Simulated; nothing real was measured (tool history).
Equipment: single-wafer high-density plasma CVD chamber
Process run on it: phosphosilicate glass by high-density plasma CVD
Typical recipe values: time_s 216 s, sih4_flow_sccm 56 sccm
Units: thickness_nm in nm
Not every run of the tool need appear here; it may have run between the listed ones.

| run | hour | time_s | sih4_flow_sccm | wafers since the last listed run | hours since the silane flow controller was replaced | hours since the gauge calibration | read-back reference wafer on the same gauge, thickness_nm | thickness_nm |
|---|---|---|---|---|---|---|---|---|
| 1 | 0.0 | 216 | 56 | 0 | 3105.7 | 1182.8 | 1110.365 | 1325.293 |
| 2 | 84.1 | 216 | 56 | 699 | 3189.8 | 1266.9 | 1110.890 | 1316.705 |
| 3 | 149.2 | 216 | 56 | 541 | 3254.9 | 1332.0 | 1110.583 | 1322.061 |
| 4 | 245.9 | 216 | 56 | 804 | 3351.6 | 1428.7 | 1110.688 | 1321.405 |
| 5 | 339.0 | 216 | 56 | 774 | 3444.7 | 1521.8 | 1110.380 | 1321.757 |
| 6 | 413.8 | 216 | 56 | 622 | 3519.5 | 1596.6 | 1110.528 | 1321.591 |
|  | 420.6 | gauge calibrated |
| 7 | 450.4 | 185 | 51 | 304 | 3556.1 | 29.8 | 1109.954 | 1084.804 |
| 8 | 547.4 | 216 | 56 | 806 | 3653.1 | 126.8 | 1108.969 | 1322.911 |
|  | 563.8 | silane flow controller replaced |
| 9 | 651.5 | 216 | 56 | 799 | 87.7 | 230.9 | 1110.042 | 1290.714 |
| 10 | 719.0 | 199 | 50 | 561 | 155.2 | 298.4 | 1109.178 | 1123.847 |
| 11 | 819.5 | 216 | 61 | 835 | 255.7 | 398.9 | 1110.375 | 1355.072 |
| 12 | 875.4 | 196 | 60 | 464 | 311.6 | 454.8 | 1110.559 | 1216.274 |
| 13 | 955.5 | 188 | 47 | 666 | 391.7 | 534.9 | 1110.292 | 1031.615 |
| 14 | 1019.2 | 205 | 51 | 529 | 455.4 | 598.6 | 1110.511 | 1173.968 |
| 15 | 1126.5 | 216 | 56 | 892 | 562.7 | 705.9 | 1109.706 | 1296.217 |
| 16 | 1228.1 | 216 | 56 | 845 | 664.3 | 807.5 | 1110.889 | 1298.238 |
| 17 | 1269.5 | 216 | 56 | 344 | 705.7 | 848.9 | 1109.471 | 1296.466 |
| 18 | 1331.3 | 251 | 60 | 513 | 767.5 | 910.7 | 1110.032 | 1564.662 |

What if the next run were any one of these 3? Each begins from the tool's condition after run 18:
| A | 1331.8 | 188 | 56 | 4 | 768.0 | 911.2 | ? | ? |
| B | 1331.8 | 246 | 56 | 4 | 768.0 | 911.2 | ? | ? |
| C | 1331.8 | 248 | 63 | 4 | 768.0 | 911.2 | ? | ? |

| run | read-back reference wafer on the same gauge, thickness_nm | thickness_nm |
|---|---|---|
| A | 1110.693 | 1129.329 |
| B | 1110.693 | 1477.739 |
| C | 1110.693 | 1587.851 |
Without the tool's hidden state the same runs would have given:
| run | thickness_nm |
|---|---|
| A | 1120.080 |
| B | 1465.636 |
| C | 1574.846 |
